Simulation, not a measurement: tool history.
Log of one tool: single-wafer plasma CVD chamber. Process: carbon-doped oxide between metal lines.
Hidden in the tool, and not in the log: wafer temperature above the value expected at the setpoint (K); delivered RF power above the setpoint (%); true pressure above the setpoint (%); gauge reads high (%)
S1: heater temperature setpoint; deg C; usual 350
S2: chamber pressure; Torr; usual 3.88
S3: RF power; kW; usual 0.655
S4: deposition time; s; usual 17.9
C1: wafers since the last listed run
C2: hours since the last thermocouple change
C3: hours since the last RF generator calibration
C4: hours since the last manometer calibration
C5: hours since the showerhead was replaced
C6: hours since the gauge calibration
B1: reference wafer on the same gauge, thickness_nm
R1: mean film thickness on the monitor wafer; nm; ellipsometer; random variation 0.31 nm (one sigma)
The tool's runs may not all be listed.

{"run": 1, "hour": 0.0, "S1": 350, "S2": 3.88, "S3": 0.655, "S4": 17.9, "C1": 0, "C2": 554.3, "C3": 1671.2, "C4": 1061.7, "C5": 3641.7, "C6": 1134.1, "B1": 97.06, "R1": 106.828}
{"run": 2, "hour": 77.1, "S1": 350, "S2": 3.88, "S3": 0.655, "S4": 17.9, "C1": 2285, "C2": 631.4, "C3": 1748.3, "C4": 1138.8, "C5": 3718.8, "C6": 1211.2, "B1": 97.057, "R1": 106.085}
{"hour": 138.0, "done": "capacitance manometer re-zeroed and calibrated"}
{"run": 3, "hour": 138.5, "S1": 350, "S2": 3.88, "S3": 0.655, "S4": 17.9, "C1": 1582, "C2": 692.8, "C3": 1809.7, "C4": 0.5, "C5": 3780.2, "C6": 1272.6, "B1": 97.056, "R1": 105.985}
{"run": 4, "hour": 232.0, "S1": 350, "S2": 3.88, "S3": 0.655, "S4": 17.9, "C1": 2771, "C2": 786.3, "C3": 1903.2, "C4": 94, "C5": 3873.7, "C6": 1366.1, "B1": 97.031, "R1": 106.029}
{"run": 5, "hour": 302.8, "S1": 350, "S2": 3.88, "S3": 0.655, "S4": 17.9, "C1": 2098, "C2": 857.1, "C3": 1974, "C4": 164.8, "C5": 3944.5, "C6": 1436.9, "B1": 96.833, "R1": 105.85}
{"run": 6, "hour": 364.9, "S1": 350, "S2": 4.62, "S3": 0.655, "S4": 17.9, "C1": 1840, "C2": 919.2, "C3": 2036.1, "C4": 226.9, "C5": 4006.6, "C6": 1499, "B1": 97.035, "R1": 107.294}
{"run": 7, "hour": 443.1, "S1": 350, "S2": 4.62, "S3": 0.655, "S4": 17.9, "C1": 2317, "C2": 997.4, "C3": 2114.3, "C4": 305.1, "C5": 4084.8, "C6": 1577.2, "B1": 97.065, "R1": 106.977}
{"hour": 457.3, "done": "showerhead replaced"}
{"run": 8, "hour": 522.9, "S1": 350, "S2": 3.88, "S3": 0.61, "S4": 16.8, "C1": 2127, "C2": 1077.2, "C3": 2194.1, "C4": 384.9, "C5": 65.6, "C6": 1657, "B1": 97.092, "R1": 96.281}
{"hour": 548.6, "done": "RF generator calibrated"}
{"run": 9, "hour": 560.6, "S1": 350, "S2": 3.88, "S3": 0.61, "S4": 16.8, "C1": 880, "C2": 1114.9, "C3": 12, "C4": 422.6, "C5": 103.3, "C6": 1694.7, "B1": 97.046, "R1": 97.93}
{"run": 10, "hour": 659.8, "S1": 350, "S2": 3.88, "S3": 0.655, "S4": 17.9, "C1": 2940, "C2": 1214.1, "C3": 111.2, "C4": 521.8, "C5": 202.5, "C6": 1793.9, "B1": 97.039, "R1": 106.8}
{"run": 11, "hour": 723.6, "S1": 350, "S2": 3.88, "S3": 0.655, "S4": 17.9, "C1": 1890, "C2": 1277.9, "C3": 175, "C4": 585.6, "C5": 266.3, "C6": 1857.7, "B1": 97.04, "R1": 106.852}
{"run": 12, "hour": 808.6, "S1": 350, "S2": 4.5, "S3": 0.695, "S4": 17.9, "C1": 2519, "C2": 1362.9, "C3": 260, "C4": 670.6, "C5": 351.3, "C6": 1942.7, "B1": 96.994, "R1": 110.186}
{"run": 13, "hour": 903.4, "S1": 350, "S2": 3.88, "S3": 0.655, "S4": 14.4, "C1": 2809, "C2": 1457.7, "C3": 354.8, "C4": 765.4, "C5": 446.1, "C6": 2037.5, "B1": 96.885, "R1": 85.872}
{"run": 14, "hour": 970.0, "S1": 350, "S2": 3.88, "S3": 0.655, "S4": 17.9, "C1": 1973, "C2": 1524.3, "C3": 421.4, "C4": 832, "C5": 512.7, "C6": 2104.1, "B1": 96.878, "R1": 105.667}
{"run": 15, "hour": 1012.8, "S1": 354, "S2": 4.42, "S3": 0.595, "S4": 17.9, "C1": 1268, "C2": 1567.1, "C3": 464.2, "C4": 874.8, "C5": 555.5, "C6": 2146.9, "B1": 96.973, "R1": 102.103}
{"hour": 1108.3, "done": "gauge calibrated"}
{"run": 16, "hour": 1113.1, "S1": 340, "S2": 3.16, "S3": 0.655, "S4": 16.6, "C1": 2972, "C2": 1667.4, "C3": 564.5, "C4": 975.1, "C5": 655.8, "C6": 4.8, "B1": 96.884, "R1": 99.106}
{"hour": 1163.9, "done": "thermocouple changed; heater temperature recalibrated"}
{"run": 17, "hour": 1186.6, "S1": 350, "S2": 3.62, "S3": 0.655, "S4": 20.1, "C1": 1941, "C2": 22.7, "C3": 638, "C4": 1048.6, "C5": 729.3, "C6": 78.3, "B1": 97.045, "R1": 119.35}
{"hour": 1258.7, "done": "capacitance manometer re-zeroed and calibrated"}
{"run": 18, "hour": 1310.0, "S1": 350, "S2": 3.88, "S3": 0.655, "S4": 17.9, "C1": 3420, "C2": 146.1, "C3": 761.4, "C4": 51.3, "C5": 852.7, "C6": 201.7, "B1": 97.05, "R1": 107.022}
{"run": 19, "hour": 1374.6, "S1": 350, "S2": 4.61, "S3": 0.62, "S4": 15.6, "C1": 1914, "C2": 210.7, "C3": 826, "C4": 115.9, "C5": 917.3, "C6": 266.3, "B1": 97.011, "R1": 92.57}
{"run": 20, "hour": 1412.6, "S1": 350, "S2": 3.88, "S3": 0.655, "S4": 17.9, "C1": 1126, "C2": 248.7, "C3": 864, "C4": 153.9, "C5": 955.3, "C6": 304.3, "B1": 96.993, "R1": 106.712}
{"run": 21, "hour": 1560.8, "S1": 350, "S2": 4.54, "S3": 0.57, "S4": 16.5, "C1": 4392, "C2": 396.9, "C3": 1012.2, "C4": 302.1, "C5": 1103.5, "C6": 452.5, "B1": 97.016, "R1": 94.583}
{"run": 22, "hour": 1650.1, "S1": 337, "S2": 3.47, "S3": 0.53, "S4": 19.4, "C1": 2646, "C2": 486.2, "C3": 1101.5, "C4": 391.4, "C5": 1192.8, "C6": 541.8, "B1": 97.054, "R1": 109.631}
{"run": 23, "hour": 1766.6, "S1": 350, "S2": 3.88, "S3": 0.655, "S4": 15.9, "C1": 3452, "C2": 602.7, "C3": 1218, "C4": 507.9, "C5": 1309.3, "C6": 658.3, "B1": 97.049, "R1": 95.269}
{"run": 24, "hour": 1874.5, "S1": 350, "S2": 3.88, "S3": 0.61, "S4": 16.8, "C1": 3197, "C2": 710.6, "C3": 1325.9, "C4": 615.8, "C5": 1417.2, "C6": 766.2, "B1": 96.975, "R1": 97.387}
{"run": 25, "hour": 1946.1, "S1": 350, "S2": 3.88, "S3": 0.655, "S4": 17.9, "C1": 2122, "C2": 782.2, "C3": 1397.5, "C4": 687.4, "C5": 1488.8, "C6": 837.8, "B1": 96.947, "R1": 106.454}
{"run": 26, "hour": 2044.7, "S1": 350, "S2": 4.21, "S3": 0.655, "S4": 17.9, "C1": 2922, "C2": 880.8, "C3": 1496.1, "C4": 786, "C5": 1587.4, "C6": 936.4, "B1": 96.912, "R1": 106.661}
{"run": 27, "hour": 2098.4, "S1": 342, "S2": 3.88, "S3": 0.655, "S4": 17.9, "C1": 1591, "C2": 934.5, "C3": 1549.8, "C4": 839.7, "C5": 1641.1, "C6": 990.1, "B1": 96.894, "R1": 108.362}

Forecast each of these 5 alternatives for the next run:
{"run": "A", "hour": 2098.8, "S1": 350, "S2": 4.45, "S3": 0.655, "S4": 17.9, "C1": 11, "C2": 934.9, "C3": 1550.2, "C4": 840.1, "C5": 1641.5, "C6": 990.5, "B1": "?", "R1": "?"}
{"run": "B", "hour": 2098.8, "S1": 343, "S2": 3.88, "S3": 0.655, "S4": 19.1, "C1": 11, "C2": 934.9, "C3": 1550.2, "C4": 840.1, "C5": 1641.5, "C6": 990.5, "B1": "?", "R1": "?"}
{"run": "C", "hour": 2098.8, "S1": 354, "S2": 3.6, "S3": 0.615, "S4": 18.8, "C1": 11, "C2": 934.9, "C3": 1550.2, "C4": 840.1, "C5": 1641.5, "C6": 990.5, "B1": "?", "R1": "?"}
{"run": "D", "hour": 2098.8, "S1": 362, "S2": 3.88, "S3": 0.77, "S4": 17.9, "C1": 11, "C2": 934.9, "C3": 1550.2, "C4": 840.1, "C5": 1641.5, "C6": 990.5, "B1": "?", "R1": "?"}
{"run": "E", "hour": 2098.8, "S1": 355, "S2": 3.17, "S3": 0.54, "S4": 16.1, "C1": 11, "C2": 934.9, "C3": 1550.2, "C4": 840.1, "C5": 1641.5, "C6": 990.5, "B1": "?", "R1": "?"}

run=A B1=97.084 R1=107.254
run=B B1=97.084 R1=115.274
run=C B1=97.084 R1=107.265
run=D B1=97.084 R1=110.307
run=E B1=97.084 R1=86.867
Without the tool's hidden state the same runs would have given:
run=A R1=108.567
run=B R1=116.746
run=C R1=108.581
run=D R1=111.591
run=E R1=87.932

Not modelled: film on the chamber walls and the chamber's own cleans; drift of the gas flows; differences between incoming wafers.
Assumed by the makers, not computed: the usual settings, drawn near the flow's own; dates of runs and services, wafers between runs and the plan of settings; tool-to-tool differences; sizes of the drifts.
